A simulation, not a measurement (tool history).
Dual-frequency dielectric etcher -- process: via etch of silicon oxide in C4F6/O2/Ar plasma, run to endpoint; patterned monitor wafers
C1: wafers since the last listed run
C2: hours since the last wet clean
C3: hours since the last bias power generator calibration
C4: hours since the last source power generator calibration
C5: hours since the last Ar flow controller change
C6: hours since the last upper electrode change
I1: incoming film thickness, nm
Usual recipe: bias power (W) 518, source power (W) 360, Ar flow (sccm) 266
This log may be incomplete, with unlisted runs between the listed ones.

Run 1, day 0.000: usual settings; C1 0; C2 270.9; C3 3076.5; C4 2928.4; C5 5366.8; C6 4350.4; I1 198.5. Result: endpoint time (s) 45.6.
Run 2, day 1.242: usual settings; C1 389; C2 300.7; C3 3106.3; C4 2958.2; C5 5396.6; C6 4380.2; I1 199.1. Result: endpoint time (s) 46.1.
Run 3, day 1.833: usual settings; C1 185; C2 314.9; C3 3120.5; C4 2972.4; C5 5410.8; C6 4394.4; I1 197.4. Result: endpoint time (s) 45.9.
Run 4, day 2.671: usual settings; C1 262; C2 335.0; C3 3140.6; C4 2992.5; C5 5430.9; C6 4414.5; I1 198.6. Result: endpoint time (s) 46.4.
Run 5, day 3.371: usual settings; C1 219; C2 351.8; C3 3157.4; C4 3009.3; C5 5447.7; C6 4431.3; I1 198.5. Result: endpoint time (s) 46.0.
Run 6, day 3.871: usual settings; C1 156; C2 363.8; C3 3169.4; C4 3021.3; C5 5459.7; C6 4443.3; I1 198.6. Result: endpoint time (s) 46.2.
Run 7, day 4.408: usual settings; C1 168; C2 376.7; C3 3182.3; C4 3034.2; C5 5472.6; C6 4456.2; I1 197.9. Result: endpoint time (s) 45.7.
Run 8, day 5.412: usual settings; C1 314; C2 400.8; C3 3206.4; C4 3058.3; C5 5496.7; C6 4480.3; I1 197.6. Result: endpoint time (s) 46.5.
Run 9, day 6.408: usual settings; C1 311; C2 424.7; C3 3230.3; C4 3082.2; C5 5520.6; C6 4504.2; I1 197.2. Result: endpoint time (s) 46.3.
Run 10, day 7.292: usual settings; C1 276; C2 445.9; C3 3251.5; C4 3103.4; C5 5541.8; C6 4525.4; I1 199.2. Result: endpoint time (s) 46.6.
Run 11, day 8.671: usual settings; C1 432; C2 479.0; C3 3284.6; C4 3136.5; C5 5574.9; C6 4558.5; I1 198.0. Result: endpoint time (s) 46.9.
Run 12, day 9.350: usual settings; C1 212; C2 495.3; C3 3300.9; C4 3152.8; C5 5591.2; C6 4574.8; I1 200.1. Result: endpoint time (s) 47.6.
Run 13, day 10.596: usual settings but bias power (W) 420, source power (W) 330; C1 390; C2 525.2; C3 3330.8; C4 3182.7; C5 5621.1; C6 4604.7; I1 199.2. Result: endpoint time (s) 51.7.
Run 14, day 11.225: usual settings but bias power (W) 600; C1 197; C2 540.3; C3 3345.9; C4 3197.8; C5 5636.2; C6 4619.8; I1 198.0. Result: endpoint time (s) 44.8.
At day 11.712: Ar flow controller replaced.
At day 12.333: wet clean of the chamber.
Run 15, day 12.588: usual settings but bias power (W) 641, source power (W) 330, Ar flow (sccm) 245; C1 154; C2 6.1; C3 3378.6; C4 3230.5; C5 21.0; C6 4652.5; I1 198.6. Result: endpoint time (s) 42.3.
At day 14.617: source power generator calibrated.
At day 14.717: upper electrode replaced, of another model than before.
Run 16, day 14.896: usual settings but bias power (W) 447, source power (W) 450, Ar flow (sccm) 210; C1 640; C2 61.5; C3 3434.0; C4 6.7; C5 76.4; C6 4.3; I1 197.4. Result: endpoint time (s) 40.8.
Run 17, day 16.200: usual settings; C1 408; C2 92.8; C3 3465.3; C4 38.0; C5 107.7; C6 35.6; I1 198.4. Result: endpoint time (s) 44.8.
Run 18, day 17.075: usual settings but source power (W) 300; C1 274; C2 113.8; C3 3486.3; C4 59.0; C5 128.7; C6 56.6; I1 198.6. Result: endpoint time (s) 50.2.
At day 17.812: bias power generator calibrated.
Run 19, day 17.879: usual settings but bias power (W) 478, source power (W) 300; C1 199; C2 133.1; C3 1.6; C4 78.3; C5 148.0; C6 75.9; I1 200.6. Result: endpoint time (s) 50.7.
Run 20, day 19.229: usual settings; C1 422; C2 165.5; C3 34.0; C4 110.7; C5 180.4; C6 108.3; I1 197.6. Result: endpoint time (s) 44.7.
Run 21, day 20.662: usual settings but bias power (W) 579, source power (W) 320, Ar flow (sccm) 287; C1 449; C2 199.9; C3 68.4; C4 145.1; C5 214.8; C6 142.7; I1 199.0. Result: endpoint time (s) 46.9.
Run 22, day 21.425: usual settings but source power (W) 310; C1 238; C2 218.2; C3 86.7; C4 163.4; C5 233.1; C6 161.0; I1 199.9. Result: endpoint time (s) 50.0.
Run 23, day 22.246: usual settings; C1 257; C2 237.9; C3 106.4; C4 183.1; C5 252.8; C6 180.7; I1 200.0. Result: endpoint time (s) 46.2.
Run 24, day 23.158: usual settings but bias power (W) 474, source power (W) 450, Ar flow (sccm) 249; C1 285; C2 259.8; C3 128.3; C4 205.0; C5 274.7; C6 202.6; I1 198.7. Result: endpoint time (s) 42.6.
Run 25, day 23.988: usual settings but bias power (W) 479; C1 259; C2 279.7; C3 148.2; C4 224.9; C5 294.6; C6 222.5; I1 196.7. Result: endpoint time (s) 46.4.
Run 26, day 25.292: usual settings but source power (W) 330, Ar flow (sccm) 293; C1 408; C2 311.0; C3 179.5; C4 256.2; C5 325.9; C6 253.8; I1 199.6. Result: endpoint time (s) 48.5.
Run 27, day 26.154: usual settings but source power (W) 420, Ar flow (sccm) 235; C1 270; C2 331.7; C3 200.2; C4 276.9; C5 346.6; C6 274.5; I1 196.2. Result: endpoint time (s) 41.8.
Run 28, day 26.971: usual settings but bias power (W) 629, source power (W) 290, Ar flow (sccm) 309; C1 255; C2 351.3; C3 219.8; C4 296.5; C5 366.2; C6 294.1; I1 199.6. Result: endpoint time (s) 49.6.
Run 29, day 27.529: usual settings; C1 174; C2 364.7; C3 233.2; C4 309.9; C5 379.6; C6 307.5; I1 197.8. Result: endpoint time (s) 46.1.
Run 30, day 28.742: usual settings but bias power (W) 557, source power (W) 440, Ar flow (sccm) 318; C1 379; C2 393.8; C3 262.3; C4 339.0; C5 408.7; C6 336.6; I1 198.3. Result: endpoint time (s) 42.1.

Below are 3 alternative next runs, each starting from the tool's condition after run 30. Predict each:
Run A, day 28.758: usual settings but source power (W) 320; C1 5; C2 394.2; C3 262.7; C4 339.4; C5 409.1; C6 337.0; I1 198.9. Result: endpoint time (s) ?.
Run B, day 28.758: usual settings but bias power (W) 627, source power (W) 270; C1 5; C2 394.2; C3 262.7; C4 339.4; C5 409.1; C6 337.0; I1 198.9. Result: endpoint time (s) ?.
Run C, day 28.758: usual settings but bias power (W) 413; C1 5; C2 394.2; C3 262.7; C4 339.4; C5 409.1; C6 337.0; I1 198.9. Result: endpoint time (s) ?.

run  endpoint time (s)
  A               50.0
  B               52.1
  C               49.8
Stripped of hidden state, with their random variation kept, the same runs would have yielded:
run  endpoint time (s)
  A               48.1
  B               50.1
  C               47.9
